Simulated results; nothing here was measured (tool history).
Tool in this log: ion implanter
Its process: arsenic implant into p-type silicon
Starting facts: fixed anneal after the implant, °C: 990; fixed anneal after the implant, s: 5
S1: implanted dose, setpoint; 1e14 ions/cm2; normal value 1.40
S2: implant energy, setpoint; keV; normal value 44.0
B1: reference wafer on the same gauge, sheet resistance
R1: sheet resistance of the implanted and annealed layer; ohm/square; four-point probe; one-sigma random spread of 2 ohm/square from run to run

run	hour	S1	S2	B1	R1
1	0.0	1.30	44.0	403.05	465.25
2	76.4	1.30	44.0	402.91	463.76
3	151.1	1.16	44.0	402.60	502.41
4	225.3	1.16	44.0	403.16	501.52
5	293.6	1.16	44.0	402.97	500.30
6	370.1	1.40	44.0	403.49	445.34
7	474.1	1.40	44.0	402.81	446.73
8	574.4	1.40	44.0	403.39	444.70
9	619.2	1.40	44.0	403.76	441.81
10	682.1	1.40	44.0	403.00	445.70
11	768.1	1.40	44.0	403.12	445.93
12	824.4	1.40	52.0	403.09	431.32
13	892.9	1.40	52.5	402.98	429.43
# hour 948.9: Faraday cup replaced and dose calibrated
14	981.0	1.40	52.5	403.18	421.32
15	1074.8	1.40	52.5	403.01	427.01
16	1148.4	1.29	48.5	403.16	452.58
17	1198.4	1.40	44.0	402.89	435.64
18	1297.0	1.40	44.0	403.66	436.06
19	1343.2	1.40	37.5	402.94	449.99
20	1404.4	1.40	49.5	402.95	424.30
21	1599.6	1.40	31.5	403.10	465.05
22	1687.2	1.62	54.0	403.45	380.23
23	1768.2	1.40	44.0	403.40	439.67
24	1870.7	1.40	44.0	402.58	439.92
# hour 1925.3: gauge calibrated
25	1959.0	1.05	38.5	402.60	548.85
26	2015.4	1.40	44.0	403.33	436.66
# hour 2065.2: extraction supply calibrated
27	2295.5	1.19	55.5	402.87	474.30
28	2390.9	1.25	37.5	403.08	491.38
29	2596.8	1.05	58.0	403.13	509.33
30	2649.9	1.06	55.5	402.59	510.58
31	2713.4	1.18	36.5	403.45	512.96
32	2771.8	1.24	33.5	403.66	506.14
33	2866.4	1.40	54.5	402.92	423.77
34	2938.3	1.40	29.0	403.20	476.64
# hour 2973.6: Faraday cup replaced and dose calibrated
35	2979.0	1.40	44.0	403.52	434.53
36	3069.7	1.28	37.5	403.34	476.09
37	3127.7	1.56	57.5	402.83	384.67

Measured result minus the same run's result without the hidden state. Both carry the same run-to-run variation, though not necessarily the same gauge scatter:
The tool's hidden condition here consists of: deviation of the true dose from the Faraday cup's reading, %; deviation of the true energy from its setpoint, %; gauge reads high (%).
run	R1
1	+5.83
2	+6.14
3	+6.90
4	+7.21
5	+7.50
6	+7.11
7	+7.55
8	+7.92
9	+8.05
10	+8.37
11	+8.73
12	+8.57
13	+8.78
14	-0.61
15	-0.25
16	+0.02
17	+0.22
18	+0.60
19	+0.82
20	+0.99
21	+1.95
22	+1.87
23	+2.47
24	+2.88
25	+3.94
26	+3.43
27	+4.76
28	+5.51
29	+6.34
30	+6.61
31	+7.21
32	+7.46
33	+6.48
34	+7.89
35	-2.62
36	-2.48
37	-1.79

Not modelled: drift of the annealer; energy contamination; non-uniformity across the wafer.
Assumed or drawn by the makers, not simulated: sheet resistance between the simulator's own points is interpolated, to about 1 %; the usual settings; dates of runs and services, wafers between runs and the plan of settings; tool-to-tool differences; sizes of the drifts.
